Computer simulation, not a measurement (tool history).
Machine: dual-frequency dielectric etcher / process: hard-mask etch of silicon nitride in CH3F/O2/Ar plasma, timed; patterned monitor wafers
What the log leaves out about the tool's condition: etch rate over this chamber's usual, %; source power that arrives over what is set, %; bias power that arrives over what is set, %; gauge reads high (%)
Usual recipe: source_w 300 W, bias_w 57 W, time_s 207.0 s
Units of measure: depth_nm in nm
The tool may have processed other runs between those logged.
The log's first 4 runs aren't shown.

| run | hour | source_w | bias_w | time_s | wafers since the last listed run | hours since the last wet clean | hours since the last source power generator calibration | hours since the last bias power generator calibration | hours since the last upper electrode change | hours since the gauge calibration | read-back reference wafer on the same gauge, depth_nm | depth_nm |
|---|---|---|---|---|---|---|---|---|---|---|---|---|
|  | 208.2 | wet clean of the chamber |
| 5 | 281.1 | 300 | 57 | 207.0 | 475 | 72.9 | 4152.3 | 2790.2 | 5143.4 | 1093.3 | 124.9 | 132.3 |
| 6 | 389.0 | 330 | 57 | 207.0 | 627 | 180.8 | 4260.2 | 2898.1 | 5251.3 | 1201.2 | 124.8 | 136.3 |
|  | 588.4 | source power generator calibrated |
| 7 | 622.1 | 300 | 57 | 207.0 | 1333 | 413.9 | 33.7 | 3131.2 | 5484.4 | 1434.3 | 125.1 | 133.6 |
| 8 | 672.4 | 370 | 67 | 207.0 | 292 | 464.2 | 84.0 | 3181.5 | 5534.7 | 1484.6 | 125.6 | 148.8 |
| 9 | 776.6 | 350 | 43 | 207.0 | 606 | 568.4 | 188.2 | 3285.7 | 5638.9 | 1588.8 | 125.4 | 130.2 |
| 10 | 828.6 | 300 | 57 | 266.0 | 302 | 620.4 | 240.2 | 3337.7 | 5690.9 | 1640.8 | 125.5 | 168.6 |
| 11 | 901.3 | 250 | 52 | 164.5 | 423 | 693.1 | 312.9 | 3410.4 | 5763.6 | 1713.5 | 125.4 | 96.3 |
|  | 948.8 | gauge calibrated |
|  | 1009.1 | wet clean of the chamber |
| 12 | 1009.6 | 300 | 57 | 207.0 | 490 | 0.5 | 421.2 | 3518.7 | 5871.9 | 60.8 | 121.1 | 127.4 |
| 13 | 1066.6 | 270 | 57 | 163.5 | 331 | 57.5 | 478.2 | 3575.7 | 5928.9 | 117.8 | 121.5 | 97.8 |
| 14 | 1105.2 | 300 | 52 | 245.0 | 224 | 96.1 | 516.8 | 3614.3 | 5967.5 | 156.4 | 121.7 | 148.9 |
|  | 1191.2 | bias power generator calibrated |
| 15 | 1191.7 | 240 | 64 | 207.0 | 480 | 182.6 | 603.3 | 0.5 | 6054.0 | 242.9 | 122.3 | 124.7 |
|  | 1229.8 | upper electrode replaced |
| 16 | 1249.0 | 300 | 71 | 207.0 | 193 | 239.9 | 660.6 | 57.8 | 19.2 | 300.2 | 122.6 | 138.0 |
| 17 | 1309.6 | 300 | 57 | 247.5 | 352 | 300.5 | 721.2 | 118.4 | 79.8 | 360.8 | 122.6 | 155.3 |
| 18 | 1358.1 | 330 | 71 | 234.5 | 282 | 349.0 | 769.7 | 166.9 | 128.3 | 409.3 | 123.0 | 161.7 |
| 19 | 1428.8 | 340 | 45 | 207.0 | 411 | 419.7 | 840.4 | 237.6 | 199.0 | 480.0 | 123.2 | 126.5 |
| 20 | 1490.7 | 340 | 57 | 168.0 | 360 | 481.6 | 902.3 | 299.5 | 260.9 | 541.9 | 123.9 | 109.5 |
| 21 | 1580.9 | 300 | 57 | 207.0 | 524 | 571.8 | 992.5 | 389.7 | 351.1 | 632.1 | 123.9 | 129.8 |

For run 22, what comes out?
| 22 | 1703.1 | 300 | 69 | 248.0 | 711 | 694.0 | 1114.7 | 511.9 | 473.3 | 754.3 | ? | ? |

For run 22 the tool returned read-back reference wafer on the same gauge, depth_nm 124.3, depth_nm 166.2 nm.
The same run, on a tool lacking any hidden state, would have yielded depth_nm 160.5 nm.
